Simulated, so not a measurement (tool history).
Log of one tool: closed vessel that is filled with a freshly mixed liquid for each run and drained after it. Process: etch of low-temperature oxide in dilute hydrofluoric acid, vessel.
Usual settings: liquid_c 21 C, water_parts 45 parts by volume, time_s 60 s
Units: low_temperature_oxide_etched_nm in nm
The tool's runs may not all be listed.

| run | day | liquid_c | water_parts | time_s | read-back film thickness of the low-temperature oxide reference wafer, read on the same gauge (nm) | low_temperature_oxide_etched_nm |
|---|---|---|---|---|---|---|
| 1 | 0 | 21 | 45 | 65 | 39.98 | 16.75 |
| 2 | 0.333 | 21 | 45 | 65 | 40 | 16.65 |
| 3 | 0.625 | 21 | 45 | 65 | 40 | 16.92 |
| 4 | 1.075 | 21 | 45 | 60 | 40.01 | 15.31 |
| 5 | 1.388 | 21 | 45 | 60 | 40 | 15.4 |
| 6 | 2.088 | 18 | 40 | 60 | 39.98 | 15.37 |
| 7 | 2.379 | 18 | 40 | 60 | 39.99 | 15.22 |
| 8 | 2.988 | 21 | 45 | 60 | 39.99 | 15.32 |
| 9 | 3.488 | 21 | 45 | 60 | 40.01 | 15.58 |
| 10 | 4.008 | 21 | 45 | 60 | 40.01 | 15.52 |
| 11 | 4.675 | 21 | 45 | 45 | 40 | 11.63 |
|  | 4.904 | hydrofluoric acid flow meter replaced |
| 12 | 5.171 | 21 | 45 | 45 | 40.03 | 10.32 |
| 13 | 5.771 | 21 | 45 | 60 | 39.99 | 13.78 |
| 14 | 6.388 | 21 | 45 | 60 | 39.99 | 13.72 |
|  | 6.704 | gauge calibrated |
| 15 | 7.004 | 21 | 45 | 90 | 40 | 20.87 |
| 16 | 7.612 | 19 | 25 | 50 | 40.02 | 19.67 |
|  | 7.821 | thermometer replaced |
| 17 | 7.917 | 21 | 45 | 60 | 39.99 | 13.89 |
| 18 | 8.388 | 21 | 45 | 60 | 39.99 | 13.91 |
| 19 | 9.117 | 21 | 30 | 60 | 40.01 | 21.36 |
| 20 | 9.833 | 21 | 30 | 60 | 40.01 | 21.23 |
| 21 | 10.104 | 18.5 | 45 | 90 | 40 | 18.64 |
| 22 | 10.992 | 25.5 | 45 | 90 | 40 | 25.14 |
| 23 | 11.704 | 24.5 | 55 | 75 | 40.01 | 16.34 |
| 24 | 12.112 | 21 | 45 | 95 | 39.98 | 22.18 |
| 25 | 12.629 | 21 | 45 | 80 | 40 | 18.71 |
| 26 | 13.025 | 21 | 30 | 60 | 40 | 21.49 |
| 27 | 13.646 | 22.5 | 35 | 85 | 40.02 | 27.64 |
| 28 | 13.992 | 21 | 45 | 60 | 40 | 14.05 |
| 29 | 14.404 | 18.5 | 35 | 75 | 40 | 20.43 |

4 ways to go on from here, each from the tool as it stands after run 29. What would each give?
| A | 14.433 | 21 | 45 | 60 | ? | ? |
| B | 14.433 | 24.5 | 45 | 60 | ? | ? |
| C | 14.433 | 21 | 55 | 60 | ? | ? |
| D | 14.433 | 18.5 | 45 | 60 | ? | ? |

| run | read-back film thickness of the low-temperature oxide reference wafer, read on the same gauge (nm) | low_temperature_oxide_etched_nm |
|---|---|---|
| A | 40 | 14.12 |
| B | 40 | 16.34 |
| C | 40 | 11.42 |
| D | 40 | 12.69 |
Without the tool's hidden state the same runs would have given:
| run | low_temperature_oxide_etched_nm |
|---|---|
| A | 13.8 |
| B | 15.97 |
| C | 11.15 |
| D | 12.4 |

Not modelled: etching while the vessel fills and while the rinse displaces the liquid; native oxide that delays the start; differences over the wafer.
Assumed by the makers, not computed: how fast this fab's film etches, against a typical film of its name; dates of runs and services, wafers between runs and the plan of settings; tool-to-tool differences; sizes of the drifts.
